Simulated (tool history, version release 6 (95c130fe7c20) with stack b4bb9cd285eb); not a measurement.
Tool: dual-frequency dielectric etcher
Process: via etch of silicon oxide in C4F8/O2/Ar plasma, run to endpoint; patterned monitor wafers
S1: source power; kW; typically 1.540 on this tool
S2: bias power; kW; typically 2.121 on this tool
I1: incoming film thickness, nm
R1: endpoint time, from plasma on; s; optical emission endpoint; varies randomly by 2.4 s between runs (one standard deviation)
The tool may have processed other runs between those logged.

{"run": 1, "hour": 0.0, "S1": 1.54, "S2": 2.121, "I1": 2281.9, "R1": 468.5}
{"run": 2, "hour": 98.5, "S1": 1.54, "S2": 2.121, "I1": 2267.4, "R1": 461.9}
{"run": 3, "hour": 147.4, "S1": 1.42, "S2": 2.121, "I1": 2260.8, "R1": 466.7}
{"hour": 253.7, "done": "wet clean of the chamber"}
{"run": 4, "hour": 254.2, "S1": 1.42, "S2": 2.121, "I1": 2282.0, "R1": 488.1}
{"run": 5, "hour": 344.1, "S1": 1.42, "S2": 2.121, "I1": 2279.1, "R1": 489.8}
{"run": 6, "hour": 441.8, "S1": 1.54, "S2": 2.121, "I1": 2266.5, "R1": 470.6}
{"run": 7, "hour": 542.7, "S1": 1.54, "S2": 2.121, "I1": 2255.2, "R1": 461.9}
{"run": 8, "hour": 644.6, "S1": 1.54, "S2": 2.121, "I1": 2265.3, "R1": 460.0}
{"hour": 747.0, "done": "wet clean of the chamber"}
{"run": 9, "hour": 959.2, "S1": 1.54, "S2": 2.121, "I1": 2313.6, "R1": 486.5}
{"run": 10, "hour": 1046.0, "S1": 1.54, "S2": 2.121, "I1": 2279.0, "R1": 471.1}
{"hour": 1116.9, "done": "upper electrode replaced"}
{"run": 11, "hour": 1148.7, "S1": 1.54, "S2": 2.121, "I1": 2272.7, "R1": 468.9}
{"run": 12, "hour": 1218.5, "S1": 1.54, "S2": 2.121, "I1": 2279.7, "R1": 467.5}
{"hour": 1235.0, "done": "source power generator calibrated"}
{"run": 13, "hour": 1316.1, "S1": 1.24, "S2": 1.974, "I1": 2271.9, "R1": 499.9}
{"hour": 1349.2, "done": "wet clean of the chamber"}
{"run": 14, "hour": 1399.4, "S1": 1.54, "S2": 1.919, "I1": 2268.6, "R1": 482.1}
{"hour": 1447.5, "done": "bias power generator calibrated"}
{"run": 15, "hour": 1478.0, "S1": 1.54, "S2": 2.121, "I1": 2273.5, "R1": 471.8}
{"run": 16, "hour": 1748.9, "S1": 1.54, "S2": 2.121, "I1": 2277.0, "R1": 458.7}
{"run": 17, "hour": 1846.9, "S1": 1.37, "S2": 1.79, "I1": 2258.1, "R1": 493.5}
{"run": 18, "hour": 1889.5, "S1": 1.43, "S2": 2.48, "I1": 2266.3, "R1": 437.6}
{"run": 19, "hour": 1943.1, "S1": 1.38, "S2": 2.477, "I1": 2272.7, "R1": 446.9}
{"hour": 1995.3, "done": "wet clean of the chamber"}
{"run": 20, "hour": 2001.5, "S1": 1.32, "S2": 1.71, "I1": 2276.3, "R1": 538.1}

Below are 4 alternative next runs, each starting from the tool's condition after run 20. Predict each:
{"run": "A", "hour": 2002.0, "S1": 1.74, "S2": 2.121, "I1": 2279.4, "R1": "?"}
{"run": "B", "hour": 2002.0, "S1": 1.88, "S2": 1.911, "I1": 2279.4, "R1": "?"}
{"run": "C", "hour": 2002.0, "S1": 1.29, "S2": 1.863, "I1": 2279.4, "R1": "?"}
{"run": "D", "hour": 2002.0, "S1": 1.81, "S2": 2.121, "I1": 2279.4, "R1": "?"}

run=A R1=464.4
run=B R1=469.0
run=C R1=527.0
run=D R1=459.0
Without the tool's unlogged condition, the same runs would have read:
run=A R1=465.4
run=B R1=470.0
run=C R1=528.2
run=D R1=460.0
